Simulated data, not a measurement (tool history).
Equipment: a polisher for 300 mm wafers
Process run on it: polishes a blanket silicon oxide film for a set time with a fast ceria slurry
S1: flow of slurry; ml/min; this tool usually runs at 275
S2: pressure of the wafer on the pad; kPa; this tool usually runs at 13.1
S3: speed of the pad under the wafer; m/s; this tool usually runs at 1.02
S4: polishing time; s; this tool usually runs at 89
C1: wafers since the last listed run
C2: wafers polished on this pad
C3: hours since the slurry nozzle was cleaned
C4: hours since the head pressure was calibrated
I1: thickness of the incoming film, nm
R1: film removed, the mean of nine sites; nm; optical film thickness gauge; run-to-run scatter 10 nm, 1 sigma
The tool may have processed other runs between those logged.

run	hour	S1	S2	S3	S4	C1	C2	C3	C4	I1	R1
1	0	275	13.1	1.02	89	0	432	61.2	325.4	3057.4	1032.4
# hour 52.5: head pressure recalibrated
2	67	275	13.1	1.02	89	391	823	128.2	14.5	3069.6	1016.3
3	94.4	275	13.1	1.02	89	164	988	155.6	41.9	3036.1	1015.6
# hour 133.5: worn pad replaced by a new one
4	147.8	275	13.1	1.02	89	297	86	209	95.3	3057.8	1016
5	209.4	275	13.1	1.02	89	370	456	270.6	156.9	3086.6	957.4
# hour 231.2: slurry nozzle cleaned
6	271.7	275	13.1	1.02	89	368	825	40.5	219.2	3104	1044.4
7	308.3	275	13.1	0.9	89	220	1045	77.1	255.8	3081.1	919.6
8	367.7	275	13.1	1.02	89	357	1403	136.5	315.2	3032.9	1015.9
# hour 384.3: worn pad replaced by a new one
# hour 407.4: head pressure recalibrated
9	418.4	275	13.1	1.02	89	268	193	187.2	11	3045.1	1000.8
10	463.8	275	13.1	1.02	89	273	466	232.6	56.4	3029.6	970.5
# hour 488.7: slurry nozzle cleaned
11	519.1	275	13.1	1.02	89	326	793	30.4	111.7	3082.4	1046.7
12	565.7	275	13.1	1.02	89	280	1073	77	158.3	2992.6	1031.5
# hour 575.5: worn pad replaced by a new one
13	617.4	345	13.1	1.02	89	287	252	128.7	210	3045	1063.8
14	653.6	275	13.1	1.02	89	217	470	164.9	246.2	3076.3	1020
15	698.4	275	13.1	1.02	89	269	739	209.7	291	3049.6	1010.5
# hour 748.4: head pressure recalibrated
16	762.5	275	13.1	0.88	115	373	1113	273.8	14.1	3106.9	1098.3
# hour 773.3: worn pad replaced by a new one
# hour 780: slurry nozzle cleaned
17	805.5	275	13.1	1.02	89	228	187	25.5	57.1	3068.9	1026.8
18	836.2	215	15.9	0.78	119	184	372	56.2	87.8	3043.8	1301.1
19	877.9	275	11	1.02	108	250	623	97.9	129.5	3055.9	1063.2
20	932.2	275	15.2	1.14	89	326	950	152.2	183.8	3078.3	1309
# hour 963.2: worn pad replaced by a new one
21	981.3	275	13.1	0.7	112	271	108	201.3	232.9	3021	901.1
22	1009.4	275	13.1	1.02	110	169	278	229.4	261	3069.7	1222.5
# hour 1021.2: slurry nozzle cleaned
23	1033.6	275	13.1	1.02	89	139	417	12.4	285.2	3028.1	1022.6
24	1098.9	275	15.9	1.02	89	392	810	77.7	350.5	3042.9	1255.6

Alternative continuations, all from the tool just after run 24; predict every row:
A	1099.3	275	13.1	1.02	89	2	813	78.1	350.9	3036.9	?
B	1099.3	275	15.2	1.02	89	2	813	78.1	350.9	3036.9	?
C	1099.3	275	14.5	1.24	109	2	813	78.1	350.9	3036.9	?

run	R1
A	1031
B	1193.7
C	1660.6
With no hidden state in the tool, these same runs would have given:
run	R1
A	1038.2
B	1202.2
C	1672.4

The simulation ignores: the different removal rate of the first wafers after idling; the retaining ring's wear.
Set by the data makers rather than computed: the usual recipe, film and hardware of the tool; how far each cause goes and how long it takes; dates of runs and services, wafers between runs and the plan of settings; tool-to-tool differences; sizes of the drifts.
